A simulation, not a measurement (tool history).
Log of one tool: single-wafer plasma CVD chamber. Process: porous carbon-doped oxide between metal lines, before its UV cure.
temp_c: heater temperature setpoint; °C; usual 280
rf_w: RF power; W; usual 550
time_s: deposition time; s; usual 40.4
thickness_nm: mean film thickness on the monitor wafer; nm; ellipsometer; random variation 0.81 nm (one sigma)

run    hour  temp_c  rf_w  time_s  wafers since the last listed run  hours since the last thermocouple change  hours since the last RF generator calibration  hours since the showerhead was replaced  hours since the gauge calibration  read-back reference wafer on the same gauge, thickness_nm  thickness_nm
  1     0.0     280   610    40.4                                 0                                     518.5                                         1751.7                                   4964.4                             1333.9                                                    225.820       299.745
  2    57.8     280   610    40.4                              1165                                     576.3                                         1809.5                                   5022.2                             1391.7                                                    226.307       297.656
       95.9  -- showerhead replaced
  3    96.4     280   620    40.4                               616                                     614.9                                         1848.1                                      0.5                             1430.3                                                    226.773       302.026
  4   154.0     280   550    40.4                              1161                                     672.5                                         1905.7                                     58.1                             1487.9                                                    226.918       278.650
  5   220.9     280   550    40.4                              1348                                     739.4                                         1972.6                                    125.0                             1554.8                                                    227.492       281.141
  6   245.9     280   550    40.4                               504                                     764.4                                         1997.6                                    150.0                             1579.8                                                    227.637       280.349
  7   297.8     280   550    35.9                              1046                                     816.3                                         2049.5                                    201.9                             1631.7                                                    227.962       251.318
  8   345.9     280   550    40.4                               969                                     864.4                                         2097.6                                    250.0                             1679.8                                                    228.425       281.191
  9   370.3     280   550    40.4                               491                                     888.8                                         2122.0                                    274.4                             1704.2                                                    228.679       282.282
      408.4  -- gauge calibrated
 10   409.4     280   610    40.4                               788                                     927.9                                         2161.1                                    313.5                                1.0                                                    221.959       293.880
 11   447.2     283   550    40.4                               762                                     965.7                                         2198.9                                    351.3                               38.8                                                    222.109       268.784
 12   511.3     280   550    35.6                              1292                                    1029.8                                         2263.0                                    415.4                              102.9                                                    222.247       242.035
 13   544.8     280   550    40.4                               675                                    1063.3                                         2296.5                                    448.9                              136.4                                                    222.171       273.545
 14   592.0     292   475    40.4                               951                                    1110.5                                         2343.7                                    496.1                              183.6                                                    222.230       226.420
 15   651.5     267   520    38.2                              1199                                    1170.0                                         2403.2                                    555.6                              243.1                                                    222.292       274.393
 16   711.7     280   590    43.8                              1213                                    1230.2                                         2463.4                                    615.8                              303.3                                                    222.238       312.174
      744.8  -- RF generator calibrated
 17   778.0     280   550    47.6                              1175                                    1296.5                                           33.2                                    682.1                              369.6                                                    222.694       321.589
 18   848.6     288   445    45.3                              1423                                    1367.1                                          103.8                                    752.7                              440.2                                                    222.524       248.092
 19   889.1     280   550    37.0                               816                                    1407.6                                          144.3                                    793.2                              480.7                                                    222.751       251.990
 20   929.9     267   520    38.2                               822                                    1448.4                                          185.1                                    834.0                              521.5                                                    222.954       275.269
     1099.4  -- thermocouple changed; heater temperature recalibrated
 21  1139.0     280   440    40.4                              4054                                      39.6                                          394.2                                   1043.1                              730.6                                                    223.196       232.091
 22  1196.0     271   550    36.3                              1149                                      96.6                                          451.2                                   1100.1                              787.6                                                    223.843       267.183
 23  1222.0     280   550    40.4                               524                                     122.6                                          477.2                                   1126.1                              813.6                                                    223.974       274.594
 24  1277.2     269   615    47.5                              1112                                     177.8                                          532.4                                   1181.3                              868.8                                                    224.114       380.235
 25  1334.3     276   610    40.4                              1151                                     234.9                                          589.5                                   1238.4                              925.9                                                    224.133       306.528
 26  1377.2     280   610    40.4                               864                                     277.8                                          632.4                                   1281.3                              968.8                                                    224.573       296.774
 27  1442.5     280   550    33.3                              1316                                     343.1                                          697.7                                   1346.6                             1034.1                                                    224.797       228.813
 28  1474.9     280   610    40.4                               653                                     375.5                                          730.1                                   1379.0                             1066.5                                                    224.868       298.107
 29  1545.2     286   550    40.4                              1417                                     445.8                                          800.4                                   1449.3                             1136.8                                                    225.287       267.533
 30  1603.8     280   550    34.6                              1181                                     504.4                                          859.0                                   1507.9                             1195.4                                                    226.031       239.062
 31  1669.0     271   550    36.3                              1314                                     569.6                                          924.2                                   1573.1                             1260.6                                                    226.236       267.558
 32  1705.4     274   550    40.4                               733                                     606.0                                          960.6                                   1609.5                             1297.0                                                    226.270       290.100
 33  1763.9     280   550    38.1                              1179                                     664.5                                         1019.1                                   1668.0                             1355.5                                                    226.686       263.552

Forecast each of these 5 alternatives for the next run:
  A  1764.3     280   550    40.4                                 8                                     664.9                                         1019.5                                   1668.4                             1355.9                                                          ?             ?
  B  1764.3     280   520    40.4                                 8                                     664.9                                         1019.5                                   1668.4                             1355.9                                                          ?             ?
  C  1764.3     280   595    47.0                                 8                                     664.9                                         1019.5                                   1668.4                             1355.9                                                          ?             ?
  D  1764.3     280   505    40.4                                 8                                     664.9                                         1019.5                                   1668.4                             1355.9                                                          ?             ?
  E  1764.3     271   465    44.2                                 8                                     664.9                                         1019.5                                   1668.4                             1355.9                                                          ?             ?

run  read-back reference wafer on the same gauge, thickness_nm  thickness_nm
  A                                                    226.786       278.455
  B                                                    226.786       267.541
  C                                                    226.786       340.949
  D                                                    226.786       262.001
  E                                                    226.786       287.894
Without the tool's hidden state the same runs would have given:
run  thickness_nm
  A       272.612
  B       261.927
  C       333.794
  D       256.503
  E       281.852
